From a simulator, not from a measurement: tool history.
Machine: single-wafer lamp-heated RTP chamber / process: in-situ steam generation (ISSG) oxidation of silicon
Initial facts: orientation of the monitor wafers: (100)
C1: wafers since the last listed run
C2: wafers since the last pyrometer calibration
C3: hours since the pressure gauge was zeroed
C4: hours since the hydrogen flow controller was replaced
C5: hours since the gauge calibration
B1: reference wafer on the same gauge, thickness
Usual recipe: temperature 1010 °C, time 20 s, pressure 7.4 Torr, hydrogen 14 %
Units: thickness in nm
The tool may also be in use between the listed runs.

run 1 hour=0.0 | temperature=1016 time=20 pressure=7.4 hydrogen=14 | C1=0 C2=434 C3=2542.6 C4=4203.6 C5=165.1 | B1=6.051 | thickness=5.593
run 2 hour=15.6 | temperature=1016 time=20 pressure=7.4 hydrogen=14 | C1=218 C2=652 C3=2558.2 C4=4219.2 C5=180.7 | B1=6.046 | thickness=5.639
run 3 hour=52.1 | temperature=1016 time=20 pressure=7.4 hydrogen=14 | C1=510 C2=1163 C3=2594.7 C4=4255.7 C5=217.2 | B1=6.055 | thickness=5.632
run 4 hour=77.5 | temperature=1010 time=20 pressure=8.4 hydrogen=14 | C1=355 C2=1518 C3=2620.1 C4=4281.1 C5=242.6 | B1=6.051 | thickness=5.524
run 5 hour=88.1 | temperature=1010 time=20 pressure=8.4 hydrogen=14 | C1=148 C2=1666 C3=2630.7 C4=4291.7 C5=253.2 | B1=6.050 | thickness=5.525
run 6 hour=101.9 | temperature=1010 time=20 pressure=7.4 hydrogen=14 | C1=193 C2=1860 C3=2644.5 C4=4305.5 C5=267.0 | B1=6.058 | thickness=5.513
run 7 hour=117.6 | temperature=1002 time=20 pressure=7.4 hydrogen=14 | C1=219 C2=2079 C3=2660.2 C4=4321.2 C5=282.7 | B1=6.054 | thickness=5.349
-- hour=129.2 gauge calibrated
run 8 hour=135.3 | temperature=1002 time=20 pressure=7.4 hydrogen=14 | C1=247 C2=2327 C3=2677.9 C4=4338.9 C5=6.1 | B1=6.051 | thickness=5.369
run 9 hour=145.8 | temperature=1002 time=20 pressure=7.4 hydrogen=14 | C1=146 C2=2474 C3=2688.4 C4=4349.4 C5=16.6 | B1=6.059 | thickness=5.351
run 10 hour=158.5 | temperature=1010 time=20 pressure=7.4 hydrogen=14 | C1=177 C2=2651 C3=2701.1 C4=4362.1 C5=29.3 | B1=6.060 | thickness=5.577
run 11 hour=172.0 | temperature=1029 time=15 pressure=6.9 hydrogen=11 | C1=188 C2=2840 C3=2714.6 C4=4375.6 C5=42.8 | B1=6.048 | thickness=4.966
-- hour=194.1 hydrogen flow controller replaced
-- hour=194.8 pyrometer window cleaned and pyrometer calibrated
run 12 hour=204.4 | temperature=1022 time=24 pressure=7.4 hydrogen=17 | C1=330 C2=133 C3=2747.0 C4=10.3 C5=75.2 | B1=6.052 | thickness=6.923
run 13 hour=212.2 | temperature=1025 time=20 pressure=7.4 hydrogen=14 | C1=109 C2=242 C3=2754.8 C4=18.1 C5=83.0 | B1=6.045 | thickness=6.157
run 14 hour=228.3 | temperature=1010 time=20 pressure=7.4 hydrogen=14 | C1=225 C2=468 C3=2770.9 C4=34.2 C5=99.1 | B1=6.046 | thickness=5.725
-- hour=243.6 pressure gauge zeroed
run 15 hour=244.1 | temperature=1010 time=15 pressure=7.4 hydrogen=14 | C1=109 C2=577 C3=0.5 C4=50.0 C5=114.9 | B1=6.045 | thickness=4.979
-- hour=255.6 pyrometer window cleaned and pyrometer calibrated, repeated, since the last time left the tool worse
run 16 hour=257.0 | temperature=1010 time=20 pressure=7.4 hydrogen=14 | C1=68 C2=19 C3=13.4 C4=62.9 C5=127.8 | B1=6.046 | thickness=5.465
run 17 hour=265.0 | temperature=1027 time=26 pressure=8.8 hydrogen=11 | C1=111 C2=131 C3=21.4 C4=70.9 C5=135.8 | B1=6.046 | thickness=6.416
run 18 hour=282.5 | temperature=1010 time=26 pressure=7.9 hydrogen=19 | C1=244 C2=376 C3=38.9 C4=88.4 C5=153.3 | B1=6.050 | thickness=6.648
run 19 hour=297.0 | temperature=1010 time=20 pressure=7.4 hydrogen=14 | C1=202 C2=579 C3=53.4 C4=102.9 C5=167.8 | B1=6.047 | thickness=5.474
run 20 hour=307.7 | temperature=1010 time=20 pressure=7.4 hydrogen=14 | C1=149 C2=729 C3=64.1 C4=113.6 C5=178.5 | B1=6.046 | thickness=5.501

Here are 4 independent what-if runs from the current tool condition. What would each one return?
run A hour=308.1 | temperature=1010 time=20 pressure=7.4 hydrogen=14 | C1=5 C2=734 C3=64.5 C4=114.0 C5=178.9 | B1=? | thickness=?
run B hour=308.1 | temperature=1024 time=20 pressure=6.9 hydrogen=18 | C1=5 C2=734 C3=64.5 C4=114.0 C5=178.9 | B1=? | thickness=?
run C hour=308.1 | temperature=1010 time=20 pressure=7.4 hydrogen=19 | C1=5 C2=734 C3=64.5 C4=114.0 C5=178.9 | B1=? | thickness=?
run D hour=308.1 | temperature=1010 time=17 pressure=8.9 hydrogen=14 | C1=5 C2=734 C3=64.5 C4=114.0 C5=178.9 | B1=? | thickness=?

run=A B1=6.048 thickness=5.463
run=B B1=6.048 thickness=6.136
run=C B1=6.048 thickness=5.857
run=D B1=6.048 thickness=5.048
Had the tool no hidden state, the same runs would have come out as:
run=A thickness=5.414
run=B thickness=6.076
run=C thickness=5.804
run=D thickness=5.005
